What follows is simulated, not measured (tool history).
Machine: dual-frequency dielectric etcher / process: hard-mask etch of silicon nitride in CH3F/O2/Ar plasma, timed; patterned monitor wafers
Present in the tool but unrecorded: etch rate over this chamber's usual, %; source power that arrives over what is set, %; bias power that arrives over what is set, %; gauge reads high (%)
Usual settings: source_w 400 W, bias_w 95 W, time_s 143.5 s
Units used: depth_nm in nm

run,hour,source_w,bias_w,time_s,wafers since the last listed run,hours since the last wet clean,hours since the last source power generator calibration,hours since the last bias power generator calibration,hours since the last upper electrode change,hours since the gauge calibration,"read-back reference wafer on the same gauge, depth_nm",depth_nm
1,0.0,400,114,143.5,0,532.7,3946.3,1877.3,2351.9,11.8,124.0,121.6
# hour 7.6: wet clean of the chamber
2,53.9,400,114,143.5,361,46.3,4000.2,1931.2,2405.8,65.7,123.7,120.7
3,122.9,400,80,143.5,538,115.3,4069.2,2000.2,2474.8,134.7,123.5,112.7
4,156.7,400,80,143.5,264,149.1,4103.0,2034.0,2508.6,168.5,123.4,112.0
5,223.2,400,80,143.5,519,215.6,4169.5,2100.5,2575.1,235.0,123.3,112.5
6,329.0,370,95,143.5,826,321.4,4275.3,2206.3,2680.9,340.8,123.0,111.2
7,377.5,400,95,157.0,378,369.9,4323.8,2254.8,2729.4,389.3,123.1,126.8
8,413.1,400,95,157.0,278,405.5,4359.4,2290.4,2765.0,424.9,123.0,126.7
9,462.3,400,95,157.0,384,454.7,4408.6,2339.6,2814.2,474.1,122.9,127.2
# hour 472.4: source power generator calibrated
# hour 491.9: upper electrode replaced
# hour 502.5: wet clean of the chamber
10,527.4,400,95,143.5,241,24.9,55.0,2404.7,35.5,539.2,122.9,115.9
11,569.9,440,74,105.0,331,67.4,97.5,2447.2,78.0,581.7,122.9,85.3
12,602.2,400,80,143.5,252,99.7,129.8,2479.5,110.3,614.0,122.9,112.1
# hour 606.4: gauge calibrated
13,632.7,430,75,180.0,238,130.2,160.3,2510.0,140.8,26.3,123.6,146.4
# hour 703.5: bias power generator calibrated
14,704.0,450,95,143.5,525,201.5,231.6,0.5,212.1,97.6,123.3,123.9
15,756.3,430,95,143.5,408,253.8,283.9,52.8,264.4,149.9,123.3,121.1
16,809.8,320,116,158.0,417,307.3,337.4,106.3,317.9,203.4,123.1,116.7
17,867.3,400,95,143.5,449,364.8,394.9,163.8,375.4,260.9,122.9,115.5
18,912.7,400,117,112.5,354,410.2,440.3,209.2,420.8,306.3,122.9,94.8
19,966.1,340,95,103.0,417,463.6,493.7,262.6,474.2,359.7,122.8,75.7
20,1000.5,400,95,143.5,268,498.0,528.1,297.0,508.6,394.1,122.8,115.5

Below are 5 alternative next runs, each starting from the tool's condition after run 20. Predict each:
A,1001.0,400,89,143.5,3,498.5,528.6,297.5,509.1,394.6,?,?
B,1001.0,430,84,111.0,3,498.5,528.6,297.5,509.1,394.6,?,?
C,1001.0,470,95,179.5,3,498.5,528.6,297.5,509.1,394.6,?,?
D,1001.0,400,95,166.0,3,498.5,528.6,297.5,509.1,394.6,?,?
E,1001.0,400,71,143.5,3,498.5,528.6,297.5,509.1,394.6,?,?

run,"read-back reference wafer on the same gauge, depth_nm",depth_nm
A,122.7,113.9
B,122.7,90.7
C,122.7,157.2
D,122.7,133.5
E,122.7,109.5
Without the tool's unlogged condition, the same runs would have read:
run,depth_nm
A,115.1
B,91.6
C,158.8
D,134.8
E,110.5
